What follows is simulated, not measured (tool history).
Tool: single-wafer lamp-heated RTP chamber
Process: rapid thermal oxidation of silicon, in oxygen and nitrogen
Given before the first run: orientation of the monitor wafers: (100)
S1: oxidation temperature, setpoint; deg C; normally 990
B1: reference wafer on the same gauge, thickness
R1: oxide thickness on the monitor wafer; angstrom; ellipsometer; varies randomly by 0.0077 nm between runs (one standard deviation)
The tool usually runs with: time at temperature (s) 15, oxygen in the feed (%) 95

run 1 hour=0.0 | S1=990 time_at_temperature_(s)=19 oxygen_in_the_feed_(%)=95 | B1=3.137 | R1=40.65
run 2 hour=6.8 | S1=990 time_at_temperature_(s)=19 oxygen_in_the_feed_(%)=95 | B1=3.141 | R1=40.79
run 3 hour=23.2 | S1=990 time_at_temperature_(s)=15 oxygen_in_the_feed_(%)=95 | B1=3.138 | R1=37.55
run 4 hour=37.6 | S1=990 time_at_temperature_(s)=18 oxygen_in_the_feed_(%)=98 | B1=3.139 | R1=40.26
run 5 hour=43.9 | S1=990 time_at_temperature_(s)=18 oxygen_in_the_feed_(%)=98 | B1=3.139 | R1=40.37
run 6 hour=57.7 | S1=990 time_at_temperature_(s)=18 oxygen_in_the_feed_(%)=98 | B1=3.140 | R1=40.40
-- hour=68.4 gauge calibrated
-- hour=74.3 oxygen flow controller replaced
run 7 hour=74.8 | S1=997 time_at_temperature_(s)=15 oxygen_in_the_feed_(%)=95 | B1=3.141 | R1=39.33
run 8 hour=76.9 | S1=997 time_at_temperature_(s)=15 oxygen_in_the_feed_(%)=95 | B1=3.142 | R1=39.14
-- hour=95.0 pyrometer window cleaned and pyrometer calibrated
run 9 hour=95.5 | S1=1006 time_at_temperature_(s)=15 oxygen_in_the_feed_(%)=65 | B1=3.142 | R1=35.06
run 10 hour=102.3 | S1=976 time_at_temperature_(s)=15 oxygen_in_the_feed_(%)=95 | B1=3.140 | R1=32.70
run 11 hour=111.7 | S1=1018 time_at_temperature_(s)=15 oxygen_in_the_feed_(%)=98 | B1=3.140 | R1=42.54
run 12 hour=117.9 | S1=990 time_at_temperature_(s)=15 oxygen_in_the_feed_(%)=95 | B1=3.143 | R1=35.53
run 13 hour=127.6 | S1=990 time_at_temperature_(s)=15 oxygen_in_the_feed_(%)=95 | B1=3.141 | R1=35.54
run 14 hour=141.1 | S1=990 time_at_temperature_(s)=12 oxygen_in_the_feed_(%)=73 | B1=3.139 | R1=31.22
run 15 hour=155.9 | S1=990 time_at_temperature_(s)=13 oxygen_in_the_feed_(%)=74 | B1=3.139 | R1=32.11
run 16 hour=170.7 | S1=975 time_at_temperature_(s)=15 oxygen_in_the_feed_(%)=69 | B1=3.141 | R1=30.66

Forecast each of these 3 alternatives for the next run:
run A hour=171.2 | S1=990 time_at_temperature_(s)=15 oxygen_in_the_feed_(%)=85 | B1=? | R1=?
run B hour=171.2 | S1=963 time_at_temperature_(s)=10 oxygen_in_the_feed_(%)=74 | B1=? | R1=?
run C hour=171.2 | S1=978 time_at_temperature_(s)=15 oxygen_in_the_feed_(%)=98 | B1=? | R1=?

run=A B1=3.139 R1=34.91
run=B B1=3.139 R1=26.97
run=C B1=3.139 R1=33.85
Stripped of hidden state, with their random variation kept, the same runs would have yielded:
run=A R1=34.43
run=B R1=26.74
run=C R1=33.40

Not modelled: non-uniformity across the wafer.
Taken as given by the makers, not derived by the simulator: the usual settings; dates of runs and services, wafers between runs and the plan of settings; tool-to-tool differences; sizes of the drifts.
